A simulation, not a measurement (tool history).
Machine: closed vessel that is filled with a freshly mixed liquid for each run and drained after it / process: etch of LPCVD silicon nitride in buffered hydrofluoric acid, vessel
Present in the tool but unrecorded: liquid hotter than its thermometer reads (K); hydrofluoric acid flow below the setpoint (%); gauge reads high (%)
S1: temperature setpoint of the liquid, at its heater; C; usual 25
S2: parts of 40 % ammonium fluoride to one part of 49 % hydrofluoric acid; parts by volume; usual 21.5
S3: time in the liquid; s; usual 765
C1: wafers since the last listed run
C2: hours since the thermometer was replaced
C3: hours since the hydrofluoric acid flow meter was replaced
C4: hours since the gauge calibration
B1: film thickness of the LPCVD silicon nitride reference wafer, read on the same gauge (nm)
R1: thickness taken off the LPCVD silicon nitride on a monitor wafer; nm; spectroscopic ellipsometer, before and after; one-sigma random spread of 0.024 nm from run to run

{"run": 1, "hour": 0.0, "S1": 25, "S2": 21.5, "S3": 765, "C1": 0, "C2": 1390.3, "C3": 1479.8, "C4": 88.1, "B1": 139.97, "R1": 5.77}
{"run": 2, "hour": 13.8, "S1": 25, "S2": 21.5, "S3": 765, "C1": 824, "C2": 1404.1, "C3": 1493.6, "C4": 101.9, "B1": 140.01, "R1": 5.81}
{"run": 3, "hour": 31.4, "S1": 25, "S2": 21.5, "S3": 765, "C1": 1051, "C2": 1421.7, "C3": 1511.2, "C4": 119.5, "B1": 140, "R1": 5.81}
{"run": 4, "hour": 42.4, "S1": 25, "S2": 21.5, "S3": 920, "C1": 657, "C2": 1432.7, "C3": 1522.2, "C4": 130.5, "B1": 140.04, "R1": 7.07}
{"run": 5, "hour": 49.3, "S1": 25, "S2": 21.5, "S3": 920, "C1": 412, "C2": 1439.6, "C3": 1529.1, "C4": 137.4, "B1": 139.98, "R1": 7}
{"run": 6, "hour": 67.1, "S1": 25, "S2": 21.5, "S3": 920, "C1": 1063, "C2": 1457.4, "C3": 1546.9, "C4": 155.2, "B1": 139.98, "R1": 7.03}
{"run": 7, "hour": 83.2, "S1": 25, "S2": 26.5, "S3": 765, "C1": 961, "C2": 1473.5, "C3": 1563, "C4": 171.3, "B1": 139.99, "R1": 5.06}
{"run": 8, "hour": 90.2, "S1": 25, "S2": 21.5, "S3": 765, "C1": 418, "C2": 1480.5, "C3": 1570, "C4": 178.3, "B1": 140.01, "R1": 5.8}
{"run": 9, "hour": 107.5, "S1": 25, "S2": 21.5, "S3": 765, "C1": 1033, "C2": 1497.8, "C3": 1587.3, "C4": 195.6, "B1": 140.01, "R1": 5.87}
{"run": 10, "hour": 119.9, "S1": 25, "S2": 21.5, "S3": 765, "C1": 740, "C2": 1510.2, "C3": 1599.7, "C4": 208, "B1": 139.99, "R1": 5.91}
{"run": 11, "hour": 134.6, "S1": 25, "S2": 21.5, "S3": 765, "C1": 878, "C2": 1524.9, "C3": 1614.4, "C4": 222.7, "B1": 139.99, "R1": 5.91}
{"hour": 143.2, "done": "thermometer replaced"}
{"run": 12, "hour": 144.0, "S1": 25, "S2": 21.5, "S3": 765, "C1": 501, "C2": 0.8, "C3": 1623.8, "C4": 232.1, "B1": 139.98, "R1": 5.24}
{"run": 13, "hour": 156.1, "S1": 25, "S2": 21.5, "S3": 765, "C1": 722, "C2": 12.9, "C3": 1635.9, "C4": 244.2, "B1": 140.01, "R1": 5.2}
{"run": 14, "hour": 173.3, "S1": 25, "S2": 21.5, "S3": 765, "C1": 1027, "C2": 30.1, "C3": 1653.1, "C4": 261.4, "B1": 139.98, "R1": 5.25}
{"hour": 175.4, "done": "hydrofluoric acid flow meter replaced"}
{"run": 15, "hour": 180.4, "S1": 30, "S2": 28.5, "S3": 765, "C1": 364, "C2": 37.2, "C3": 5, "C4": 268.5, "B1": 140, "R1": 5.63}
{"run": 16, "hour": 190.4, "S1": 25, "S2": 21.5, "S3": 765, "C1": 597, "C2": 47.2, "C3": 15, "C4": 278.5, "B1": 140, "R1": 5.29}
{"run": 17, "hour": 207.4, "S1": 25, "S2": 21.5, "S3": 765, "C1": 1015, "C2": 64.2, "C3": 32, "C4": 295.5, "B1": 140.01, "R1": 5.22}
{"hour": 208.3, "done": "gauge calibrated"}
{"run": 18, "hour": 214.1, "S1": 21, "S2": 21.5, "S3": 1085, "C1": 400, "C2": 70.9, "C3": 38.7, "C4": 5.8, "B1": 140, "R1": 6.03}
{"run": 19, "hour": 227.8, "S1": 25, "S2": 14.5, "S3": 1120, "C1": 818, "C2": 84.6, "C3": 52.4, "C4": 19.5, "B1": 140, "R1": 11.12}
{"run": 20, "hour": 245.4, "S1": 29, "S2": 21.5, "S3": 765, "C1": 1051, "C2": 102.2, "C3": 70, "C4": 37.1, "B1": 139.98, "R1": 6.58}
{"run": 21, "hour": 262.7, "S1": 23, "S2": 29.5, "S3": 1115, "C1": 1033, "C2": 119.5, "C3": 87.3, "C4": 54.4, "B1": 139.99, "R1": 5.57}
{"run": 22, "hour": 277.7, "S1": 22.5, "S2": 26.5, "S3": 525, "C1": 896, "C2": 134.5, "C3": 102.3, "C4": 69.4, "B1": 140.01, "R1": 2.75}
{"run": 23, "hour": 295.1, "S1": 25, "S2": 27, "S3": 480, "C1": 1039, "C2": 151.9, "C3": 119.7, "C4": 86.8, "B1": 140, "R1": 2.86}

Each row is a separate what-if for the run after 23, all from the same tool condition, not one after another. Results?
{"run": "A", "hour": 296.0, "S1": 25, "S2": 21.5, "S3": 765, "C1": 53, "C2": 152.8, "C3": 120.6, "C4": 87.7, "B1": "?", "R1": "?"}
{"run": "B", "hour": 296.0, "S1": 25, "S2": 21.5, "S3": 930, "C1": 53, "C2": 152.8, "C3": 120.6, "C4": 87.7, "B1": "?", "R1": "?"}
{"run": "C", "hour": 296.0, "S1": 23, "S2": 23.5, "S3": 500, "C1": 53, "C2": 152.8, "C3": 120.6, "C4": 87.7, "B1": "?", "R1": "?"}
{"run": "D", "hour": 296.0, "S1": 28, "S2": 21.5, "S3": 410, "C1": 53, "C2": 152.8, "C3": 120.6, "C4": 87.7, "B1": "?", "R1": "?"}

run=A B1=140.01 R1=5.29
run=B B1=140.01 R1=6.43
run=C B1=140.01 R1=2.92
run=D B1=140.01 R1=3.33
Without the tool's unlogged condition, the same runs would have read:
run=A R1=5.17
run=B R1=6.28
run=C R1=2.85
run=D R1=3.25
